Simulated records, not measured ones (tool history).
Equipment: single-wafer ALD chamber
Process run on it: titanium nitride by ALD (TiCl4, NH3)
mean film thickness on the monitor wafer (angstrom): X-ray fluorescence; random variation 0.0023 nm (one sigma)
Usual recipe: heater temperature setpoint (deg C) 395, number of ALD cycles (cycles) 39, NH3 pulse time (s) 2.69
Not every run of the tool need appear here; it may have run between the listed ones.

run	hour	heater temperature setpoint (deg C)	number of ALD cycles (cycles)	NH3 pulse time (s)	wafers since the last listed run	hours since the last thermocouple change	hours since the showerhead was replaced	hours since the gauge calibration	read-back reference wafer on the same gauge, thickness_nm	mean film thickness on the monitor wafer (angstrom)
1	0.0	395	39	2.69	0	889.8	5154.2	743.3	0.865	9.33
2	195.4	395	39	2.69	891	1085.2	5349.6	938.7	0.867	9.34
3	220.1	395	39	2.69	112	1109.9	5374.3	963.4	0.867	9.35
4	269.5	395	39	2.69	225	1159.3	5423.7	1012.8	0.866	9.32
5	341.1	395	39	2.69	326	1230.9	5495.3	1084.4	0.868	9.37
6	365.5	395	39	2.69	111	1255.3	5519.7	1108.8	0.869	9.37
7	420.5	395	39	2.69	251	1310.3	5574.7	1163.8	0.867	9.34
8	475.1	395	39	2.69	249	1364.9	5629.3	1218.4	0.867	9.37
9	526.5	387	39	3.22	234	1416.3	5680.7	1269.8	0.868	9.39
10	571.2	395	39	2.69	204	1461.0	5725.4	1314.5	0.867	9.32
11	610.9	395	39	2.69	181	1500.7	5765.1	1354.2	0.870	9.37
12	660.2	395	39	2.03	225	1550.0	5814.4	1403.5	0.869	9.16
13	724.4	395	39	2.03	293	1614.2	5878.6	1467.7	0.869	9.17
# hour 758.3: thermocouple changed; heater temperature recalibrated
14	758.8	395	39	2.03	120	0.5	5913.0	1502.1	0.868	9.13
15	814.5	395	39	2.69	254	56.2	5968.7	1557.8	0.869	9.39
# hour 907.4: gauge calibrated
16	1021.9	395	39	2.69	946	263.6	6176.1	114.5	0.848	9.16
17	1058.4	395	39	2.69	166	300.1	6212.6	151.0	0.850	9.14
18	1095.8	395	39	2.69	170	337.5	6250.0	188.4	0.852	9.13
19	1135.7	389	39	2.69	182	377.4	6289.9	228.3	0.852	9.13
20	1163.4	395	35	2.40	126	405.1	6317.6	256.0	0.852	8.18
21	1202.5	395	39	2.69	178	444.2	6356.7	295.1	0.854	9.20
22	1231.1	383	39	2.69	130	472.8	6385.3	323.7	0.855	9.14
23	1381.9	405	39	2.23	688	623.6	6536.1	474.5	0.859	9.21
24	1418.3	395	34	2.69	166	660.0	6572.5	510.9	0.858	8.07
25	1449.8	395	39	2.69	143	691.5	6604.0	542.4	0.860	9.24
26	1494.3	404	39	3.39	203	736.0	6648.5	586.9	0.860	9.41
27	1552.7	395	31	3.71	266	794.4	6706.9	645.3	0.861	7.50
28	1618.0	406	36	2.16	298	859.7	6772.2	710.6	0.862	8.53
29	1649.6	395	39	3.07	144	891.3	6803.8	742.2	0.862	9.37
30	1675.4	390	37	1.81	117	917.1	6829.6	768.0	0.862	8.49
31	1726.4	395	39	2.69	232	968.1	6880.6	819.0	0.863	9.30
# hour 1776.6: showerhead replaced
32	1777.1	395	39	2.69	194	1018.8	0.5	869.7	0.862	9.26
33	1832.1	395	31	2.04	251	1073.8	55.5	924.7	0.864	7.25
34	1885.2	395	39	2.69	242	1126.9	108.6	977.8	0.864	9.35
35	1933.3	395	39	2.69	219	1175.0	156.7	1025.9	0.864	9.30
36	2002.9	390	47	1.66	317	1244.6	226.3	1095.5	0.865	10.66
37	2064.2	395	39	2.69	279	1305.9	287.6	1156.8	0.865	9.32
38	2127.5	400	36	2.69	288	1369.2	350.9	1220.1	0.867	8.65
39	2193.2	395	39	2.69	299	1434.9	416.6	1285.8	0.867	9.32
40	2249.2	395	39	2.69	255	1490.9	472.6	1341.8	0.866	9.31
41	2301.0	405	39	1.79	236	1542.7	524.4	1393.6	0.866	9.07

State the hidden condition of the tool at each of the runs:
wafer temperature above the value expected at the setpoint (K): 0 at every run
H1: gauge reads high (%)
run	H1
1	2.19
2	2.4
3	2.42
4	2.46
5	2.5
6	2.52
7	2.55
8	2.58
9	2.6
10	2.62
11	2.63
12	2.65
13	2.67
14	2.68
15	2.69
16	0.252
17	0.419
18	0.578
19	0.734
20	0.835
21	0.969
22	1.06
23	1.46
24	1.54
25	1.6
26	1.68
27	1.78
28	1.88
29	1.92
30	1.95
31	2.01
32	2.07
33	2.12
34	2.16
35	2.2
36	2.24
37	2.28
38	2.31
39	2.34
40	2.36
41	2.38
